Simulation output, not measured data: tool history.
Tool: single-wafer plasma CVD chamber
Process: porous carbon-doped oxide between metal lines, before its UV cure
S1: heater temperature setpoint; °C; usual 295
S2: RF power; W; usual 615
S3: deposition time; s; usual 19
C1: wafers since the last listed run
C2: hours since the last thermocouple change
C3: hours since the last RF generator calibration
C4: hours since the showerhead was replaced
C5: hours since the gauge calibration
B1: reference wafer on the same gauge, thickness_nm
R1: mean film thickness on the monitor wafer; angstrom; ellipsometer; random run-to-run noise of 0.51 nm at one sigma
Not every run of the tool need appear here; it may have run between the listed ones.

| run | day | S1 | S2 | S3 | C1 | C2 | C3 | C4 | C5 | B1 | R1 |
|---|---|---|---|---|---|---|---|---|---|---|---|
| 1 | 0 | 295 | 615 | 19 | 0 | 1361.6 | 1415.6 | 5192.3 | 583.7 | 117.067 | 1188.97 |
| 2 | 1.45 | 295 | 615 | 19 | 645 | 1396.4 | 1450.4 | 5227.1 | 618.5 | 117.124 | 1180.81 |
| 3 | 3.796 | 295 | 615 | 19 | 1044 | 1452.7 | 1506.7 | 5283.4 | 674.8 | 117.216 | 1185.97 |
| 4 | 6.158 | 295 | 615 | 16.8 | 1052 | 1509.4 | 1563.4 | 5340.1 | 731.5 | 117.32 | 1054.39 |
| 5 | 7.729 | 298 | 560 | 19 | 699 | 1547.1 | 1601.1 | 5377.8 | 769.2 | 117.39 | 1108.66 |
| 6 | 8.975 | 298 | 560 | 19 | 554 | 1577 | 1631 | 5407.7 | 799.1 | 117.714 | 1105.51 |
| 7 | 11.1 | 298 | 560 | 19 | 946 | 1628 | 1682 | 5458.7 | 850.1 | 117.73 | 1108.8 |
| 8 | 13.488 | 295 | 615 | 19 | 1063 | 1685.3 | 1739.3 | 5516 | 907.4 | 117.949 | 1197.94 |
| 9 | 16.067 | 295 | 615 | 19 | 1148 | 1747.2 | 1801.2 | 5577.9 | 969.3 | 118.055 | 1199.13 |
| 10 | 18.417 | 295 | 615 | 19 | 1046 | 1803.6 | 1857.6 | 5634.3 | 1025.7 | 118.108 | 1212.31 |
| 11 | 20.171 | 295 | 615 | 19 | 781 | 1845.7 | 1899.7 | 5676.4 | 1067.8 | 118.503 | 1196.91 |
| 12 | 21.592 | 304 | 615 | 19 | 632 | 1879.8 | 1933.8 | 5710.5 | 1101.9 | 118.343 | 1128.6 |
| 13 | 26.417 | 304 | 615 | 19 | 2149 | 1995.6 | 2049.6 | 5826.3 | 1217.7 | 118.589 | 1136.7 |
| 14 | 28.092 | 304 | 615 | 19 | 746 | 2035.8 | 2089.8 | 5866.5 | 1257.9 | 118.885 | 1144.95 |
| 15 | 30.171 | 295 | 615 | 19 | 926 | 2085.7 | 2139.7 | 5916.4 | 1307.8 | 119.046 | 1207.93 |
|  | 32.358 | gauge calibrated |
| 16 | 32.479 | 295 | 615 | 19 | 1028 | 2141.1 | 2195.1 | 5971.8 | 2.9 | 115.534 | 1179.79 |
| 17 | 34.554 | 295 | 615 | 19 | 924 | 2190.9 | 2244.9 | 6021.6 | 52.7 | 115.623 | 1176.67 |
| 18 | 36.942 | 295 | 615 | 16.6 | 1063 | 2248.2 | 2302.2 | 6078.9 | 110 | 115.876 | 1036.22 |
|  | 38.571 | thermocouple changed; heater temperature recalibrated |
| 19 | 38.592 | 295 | 615 | 19 | 586 | 0.5 | 2341.8 | 6118.5 | 149.6 | 116.045 | 1177.47 |
|  | 39.608 | showerhead replaced |
| 20 | 39.629 | 295 | 570 | 17.7 | 313 | 25.4 | 2366.7 | 0.5 | 174.5 | 116.146 | 1045.81 |
| 21 | 41.796 | 304 | 650 | 17.6 | 965 | 77.4 | 2418.7 | 52.5 | 226.5 | 116.024 | 1063.84 |
| 22 | 43.121 | 295 | 615 | 19 | 590 | 109.2 | 2450.5 | 84.3 | 258.3 | 116.352 | 1186.18 |
| 23 | 44.604 | 295 | 615 | 20.5 | 660 | 144.8 | 2486.1 | 119.9 | 293.9 | 116.462 | 1274.74 |
| 24 | 51.642 | 295 | 615 | 19 | 3134 | 313.7 | 2655 | 288.8 | 462.8 | 116.929 | 1182.81 |
|  | 53.525 | RF generator calibrated |
| 25 | 53.962 | 295 | 615 | 19 | 885 | 369.4 | 10.5 | 344.5 | 518.5 | 116.826 | 1179.73 |
| 26 | 55.146 | 283 | 615 | 17.4 | 527 | 397.8 | 38.9 | 372.9 | 546.9 | 117.136 | 1195.39 |
| 27 | 58.017 | 282 | 575 | 17.4 | 1278 | 466.7 | 107.8 | 441.8 | 615.8 | 117.197 | 1151.3 |
| 28 | 59.571 | 295 | 615 | 17.9 | 692 | 504 | 145.1 | 479.1 | 653.1 | 117.365 | 1126.4 |
| 29 | 61.429 | 295 | 615 | 19 | 827 | 548.6 | 189.7 | 523.7 | 697.7 | 117.485 | 1200.28 |
| 30 | 63.283 | 290 | 540 | 19 | 825 | 593.1 | 234.2 | 568.2 | 742.2 | 117.477 | 1130.81 |
| 31 | 66.183 | 283 | 615 | 19 | 1291 | 662.7 | 303.8 | 637.8 | 811.8 | 117.907 | 1293.24 |
| 32 | 67.988 | 295 | 615 | 19 | 803 | 706 | 347.1 | 681.1 | 855.1 | 117.832 | 1193.05 |
| 33 | 69.058 | 306 | 505 | 17.7 | 476 | 731.7 | 372.8 | 706.8 | 880.8 | 118.124 | 921.57 |
| 34 | 71.054 | 295 | 510 | 19 | 888 | 779.6 | 420.7 | 754.7 | 928.7 | 118.063 | 1073.74 |

Predict each of these 3 candidate next runs independently; none follows another, all start after run 34:
| A | 71.071 | 295 | 615 | 19 | 7 | 780 | 421.1 | 755.1 | 929.1 | ? | ? |
| B | 71.071 | 300 | 670 | 19 | 7 | 780 | 421.1 | 755.1 | 929.1 | ? | ? |
| C | 71.071 | 306 | 615 | 19 | 7 | 780 | 421.1 | 755.1 | 929.1 | ? | ? |

| run | B1 | R1 |
|---|---|---|
| A | 118.041 | 1192.44 |
| B | 118.041 | 1217.31 |
| C | 118.041 | 1110.83 |
What these runs would have given with no unlogged condition in the tool:
| run | R1 |
|---|---|
| A | 1160.49 |
| B | 1184.69 |
| C | 1081.06 |
